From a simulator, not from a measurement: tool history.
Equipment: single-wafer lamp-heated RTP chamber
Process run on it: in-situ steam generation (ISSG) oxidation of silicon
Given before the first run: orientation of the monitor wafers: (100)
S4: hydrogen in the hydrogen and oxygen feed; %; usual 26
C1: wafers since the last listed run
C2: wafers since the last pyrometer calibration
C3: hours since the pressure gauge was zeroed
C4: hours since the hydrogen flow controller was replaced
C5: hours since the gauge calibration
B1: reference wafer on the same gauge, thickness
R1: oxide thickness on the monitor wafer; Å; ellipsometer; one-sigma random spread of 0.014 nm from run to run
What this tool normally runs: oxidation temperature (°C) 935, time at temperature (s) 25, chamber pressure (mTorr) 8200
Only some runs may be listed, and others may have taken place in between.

run 1 day=0.000 | oxidation_temperature_(°C)=935 time_at_temperature_(s)=25 chamber_pressure_(mTorr)=8200 S4=26 | C1=0 C2=3957 C3=240.0 C4=5653.9 C5=2202.6 | B1=5.805 | R1=51.79
run 2 day=2.325 | oxidation_temperature_(°C)=935 time_at_temperature_(s)=25 chamber_pressure_(mTorr)=8200 S4=26 | C1=484 C2=4441 C3=295.8 C4=5709.7 C5=2258.4 | B1=5.816 | R1=52.21
run 3 day=5.862 | oxidation_temperature_(°C)=935 time_at_temperature_(s)=25 chamber_pressure_(mTorr)=8200 S4=26 | C1=737 C2=5179 C3=380.7 C4=5794.6 C5=2343.3 | B1=5.805 | R1=52.21
run 4 day=8.975 | oxidation_temperature_(°C)=935 time_at_temperature_(s)=25 chamber_pressure_(mTorr)=8200 S4=26 | C1=648 C2=5828 C3=455.4 C4=5869.3 C5=2418.0 | B1=5.801 | R1=52.77
-- day=10.846 pyrometer window cleaned and pyrometer calibrated
run 5 day=11.554 | oxidation_temperature_(°C)=935 time_at_temperature_(s)=25 chamber_pressure_(mTorr)=8200 S4=26 | C1=468 C2=148 C3=517.3 C4=5931.2 C5=2479.9 | B1=5.808 | R1=51.34
run 6 day=14.821 | oxidation_temperature_(°C)=935 time_at_temperature_(s)=32 chamber_pressure_(mTorr)=8200 S4=26 | C1=681 C2=829 C3=595.7 C4=6009.6 C5=2558.3 | B1=5.814 | R1=57.43
-- day=15.446 gauge calibrated
run 7 day=16.750 | oxidation_temperature_(°C)=935 time_at_temperature_(s)=32 chamber_pressure_(mTorr)=8200 S4=26 | C1=402 C2=1231 C3=642.0 C4=6055.9 C5=31.3 | B1=5.811 | R1=57.49
run 8 day=19.558 | oxidation_temperature_(°C)=935 time_at_temperature_(s)=32 chamber_pressure_(mTorr)=8200 S4=26 | C1=585 C2=1816 C3=709.4 C4=6123.3 C5=98.7 | B1=5.814 | R1=57.17
run 9 day=22.375 | oxidation_temperature_(°C)=935 time_at_temperature_(s)=25 chamber_pressure_(mTorr)=8200 S4=26 | C1=587 C2=2404 C3=777.0 C4=6190.9 C5=166.3 | B1=5.807 | R1=51.41
run 10 day=23.883 | oxidation_temperature_(°C)=935 time_at_temperature_(s)=25 chamber_pressure_(mTorr)=9400 S4=26 | C1=314 C2=2718 C3=813.2 C4=6227.1 C5=202.5 | B1=5.806 | R1=51.15
run 11 day=27.908 | oxidation_temperature_(°C)=935 time_at_temperature_(s)=25 chamber_pressure_(mTorr)=9200 S4=31 | C1=839 C2=3557 C3=909.8 C4=6323.7 C5=299.1 | B1=5.805 | R1=53.56
run 12 day=29.479 | oxidation_temperature_(°C)=945 time_at_temperature_(s)=29 chamber_pressure_(mTorr)=9300 S4=26 | C1=327 C2=3885 C3=947.5 C4=6361.4 C5=336.8 | B1=5.807 | R1=56.63
run 13 day=33.083 | oxidation_temperature_(°C)=935 time_at_temperature_(s)=25 chamber_pressure_(mTorr)=8200 S4=26 | C1=751 C2=4636 C3=1034.0 C4=6447.9 C5=423.3 | B1=5.805 | R1=52.26
run 14 day=36.225 | oxidation_temperature_(°C)=935 time_at_temperature_(s)=25 chamber_pressure_(mTorr)=9600 S4=18 | C1=655 C2=5291 C3=1109.4 C4=6523.3 C5=498.7 | B1=5.813 | R1=47.68
run 15 day=39.446 | oxidation_temperature_(°C)=935 time_at_temperature_(s)=16 chamber_pressure_(mTorr)=8200 S4=16 | C1=671 C2=5963 C3=1186.7 C4=6600.6 C5=576.0 | B1=5.809 | R1=39.51
-- day=40.571 pyrometer window cleaned and pyrometer calibrated
run 16 day=43.046 | oxidation_temperature_(°C)=935 time_at_temperature_(s)=15 chamber_pressure_(mTorr)=8800 S4=22 | C1=681 C2=516 C3=1273.1 C4=6687.0 C5=662.4 | B1=5.811 | R1=40.37
-- day=43.854 hydrogen flow controller replaced
run 17 day=47.462 | oxidation_temperature_(°C)=935 time_at_temperature_(s)=25 chamber_pressure_(mTorr)=8200 S4=26 | C1=851 C2=1367 C3=1379.1 C4=86.6 C5=768.4 | B1=5.804 | R1=51.47
run 18 day=50.600 | oxidation_temperature_(°C)=935 time_at_temperature_(s)=25 chamber_pressure_(mTorr)=8200 S4=20 | C1=654 C2=2021 C3=1454.4 C4=161.9 C5=843.7 | B1=5.805 | R1=48.80
run 19 day=52.679 | oxidation_temperature_(°C)=935 time_at_temperature_(s)=25 chamber_pressure_(mTorr)=8200 S4=20 | C1=433 C2=2455 C3=1504.3 C4=211.8 C5=893.6 | B1=5.812 | R1=48.46
run 20 day=55.721 | oxidation_temperature_(°C)=935 time_at_temperature_(s)=33 chamber_pressure_(mTorr)=8200 S4=32 | C1=634 C2=3089 C3=1577.3 C4=284.8 C5=966.6 | B1=5.815 | R1=61.40
run 21 day=58.504 | oxidation_temperature_(°C)=935 time_at_temperature_(s)=16 chamber_pressure_(mTorr)=8200 S4=20 | C1=580 C2=3669 C3=1644.1 C4=351.6 C5=1033.4 | B1=5.811 | R1=41.01

For run 22, what comes out?
run 22 day=61.796 | oxidation_temperature_(°C)=927 time_at_temperature_(s)=34 chamber_pressure_(mTorr)=7400 S4=29 | C1=686 C2=4356 C3=1723.1 C4=430.6 C5=1112.4 | B1=? | R1=?

{"run 22": {"B1": 5.811, "R1": 59.81}}
With no hidden state in the tool, this same run would have given R1 58.61 Å.

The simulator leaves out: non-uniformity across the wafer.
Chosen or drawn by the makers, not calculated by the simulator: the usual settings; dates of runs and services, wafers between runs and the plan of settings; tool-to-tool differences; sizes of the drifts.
